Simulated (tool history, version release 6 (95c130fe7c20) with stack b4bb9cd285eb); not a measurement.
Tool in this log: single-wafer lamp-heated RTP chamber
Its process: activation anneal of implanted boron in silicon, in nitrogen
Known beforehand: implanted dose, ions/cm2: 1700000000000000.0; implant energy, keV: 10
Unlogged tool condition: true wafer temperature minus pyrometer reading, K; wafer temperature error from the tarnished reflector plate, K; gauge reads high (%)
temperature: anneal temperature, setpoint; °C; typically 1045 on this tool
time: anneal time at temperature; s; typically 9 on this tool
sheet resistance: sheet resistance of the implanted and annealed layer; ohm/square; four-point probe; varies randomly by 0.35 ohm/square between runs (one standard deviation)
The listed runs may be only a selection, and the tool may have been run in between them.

run   hour  temperature  time  wafers since the last listed run  wafers since the last pyrometer calibration  wafers since the reflector plate was cleaned  hours since the gauge calibration  read-back reference wafer on the same gauge, sheet resistance  sheet resistance
  1      0         1045     9                                 0                                           96                                          1704                               46.7                                                          97.18             90.64
  2   20.9         1045     9                               344                                          441                                          2048                               67.6                                                          97.12             89.85
  3   44.7         1045     9                               392                                          834                                          2441                               91.4                                                          97.14             90.61
  4   57.6         1030     9                               212                                         1046                                          2654                              104.3                                                          97.27              95.1
  5   77.9         1030     9                               335                                         1381                                          2989                              124.6                                                          97.26             94.42
  6  108.2         1045     9                               500                                         1882                                          3489                              154.9                                                          97.25             90.32
  7    122         1045     9                               227                                         2109                                          3717                              168.7                                                          97.17             90.22
  8  138.9         1045     9                               278                                         2388                                          3996                              185.6                                                          97.15             89.36
  9  165.8         1045     9                               443                                         2832                                          4440                              212.5                                                          97.18             89.57
 10  192.9         1045     4                               447                                         3279                                          4887                              239.6                                                          97.28              93.6
 11    206         1060     5                               216                                         3496                                          5103                              252.7                                                          97.16             87.91
     221.1  -- reflector plate cleaned
 12    224         1045     9                               165                                         3661                                            47                              270.7                                                          97.19             90.98
     247.3  -- gauge calibrated
 13    248         1075     7                               396                                         4057                                           443                                0.7                                                          97.33             84.22
     260.4  -- pyrometer window cleaned and pyrometer calibrated
 14  260.9         1070     5                                80                                            7                                           524                               13.6                                                          97.19             86.93
 15  291.6         1045     9                               506                                          514                                          1030                               44.3                                                          97.22             90.88
 16  317.1         1064    13                               420                                          935                                          1451                               69.8                                                          97.18             82.05
 17  340.2         1066    11                               381                                         1316                                          1832                               92.9                                                          97.21             83.03
 18  352.3         1026     6                               199                                         1516                                          2032                                105                                                           97.3             98.77
 19  375.2         1045    11                               377                                         1893                                          2410                              127.9                                                          97.23             88.47

Forecast each of these 3 alternatives for the next run:
  A  375.6         1033     9                                 6                                         1900                                          2417                              128.3                                                              ?                 ?
  B  375.6         1045    12                                 6                                         1900                                          2417                              128.3                                                              ?                 ?
  C  375.6         1054     6                                 6                                         1900                                          2417                              128.3                                                              ?                 ?

run  read-back reference wafer on the same gauge, sheet resistance  sheet resistance
  A                                                          97.14             93.88
  B                                                          97.14             88.12
  C                                                          97.14             89.89
What these runs would have given with no unlogged condition in the tool:
run  sheet resistance
  A             95.64
  B             89.83
  C             91.47
